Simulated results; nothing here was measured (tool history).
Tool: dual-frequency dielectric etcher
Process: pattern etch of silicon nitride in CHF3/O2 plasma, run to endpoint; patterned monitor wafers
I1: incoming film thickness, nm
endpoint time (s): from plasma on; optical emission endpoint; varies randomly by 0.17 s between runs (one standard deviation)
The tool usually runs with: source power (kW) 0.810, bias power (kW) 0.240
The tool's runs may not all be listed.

Run 1, hour 0.0: usual settings; I1 101.4. Result: endpoint time (s) 59.8.
Run 2, hour 51.8: usual settings; I1 100.8. Result: endpoint time (s) 59.7.
Run 3, hour 59.5: usual settings; I1 100.6. Result: endpoint time (s) 59.6.
At hour 67.0: source power generator calibrated.
Run 4, hour 67.7: usual settings; I1 100.5. Result: endpoint time (s) 59.3.
At hour 98.0: upper electrode replaced.
At hour 104.3: wet clean of the chamber.
Run 5, hour 104.8: usual settings but bias power (kW) 0.211; I1 100.5. Result: endpoint time (s) 59.4.
Run 6, hour 105.1: usual settings but bias power (kW) 0.211; I1 101.0. Result: endpoint time (s) 60.1.
Run 7, hour 105.5: usual settings but source power (kW) 0.710; I1 100.9. Result: endpoint time (s) 59.8.
Run 8, hour 105.8: usual settings but source power (kW) 1.000, bias power (kW) 0.295; I1 98.8. Result: endpoint time (s) 46.7.
Run 9, hour 112.9: usual settings; I1 99.5. Result: endpoint time (s) 55.7.
Run 10, hour 124.5: usual settings but source power (kW) 0.700, bias power (kW) 0.298; I1 100.7. Result: endpoint time (s) 54.9.
At hour 135.2: bias power generator calibrated.
Run 11, hour 135.7: usual settings but source power (kW) 0.720, bias power (kW) 0.193; I1 101.2. Result: endpoint time (s) 65.9.
Run 12, hour 146.5: usual settings but source power (kW) 0.870, bias power (kW) 0.206; I1 100.3. Result: endpoint time (s) 58.4.
Run 13, hour 162.3: usual settings but source power (kW) 0.720; I1 101.0. Result: endpoint time (s) 59.8.
Run 14, hour 185.5: usual settings but source power (kW) 0.680, bias power (kW) 0.198; I1 100.1. Result: endpoint time (s) 66.4.

Predict the results of run 15:
Run 15, hour 194.6: usual settings but source power (kW) 0.670, bias power (kW) 0.264; I1 101.8. Result: endpoint time (s) ?.

Run 15 came out at endpoint time (s) 60.0.
With the hidden condition absent and the run-to-run variation left alone, this run would have shown endpoint time (s) 59.8.

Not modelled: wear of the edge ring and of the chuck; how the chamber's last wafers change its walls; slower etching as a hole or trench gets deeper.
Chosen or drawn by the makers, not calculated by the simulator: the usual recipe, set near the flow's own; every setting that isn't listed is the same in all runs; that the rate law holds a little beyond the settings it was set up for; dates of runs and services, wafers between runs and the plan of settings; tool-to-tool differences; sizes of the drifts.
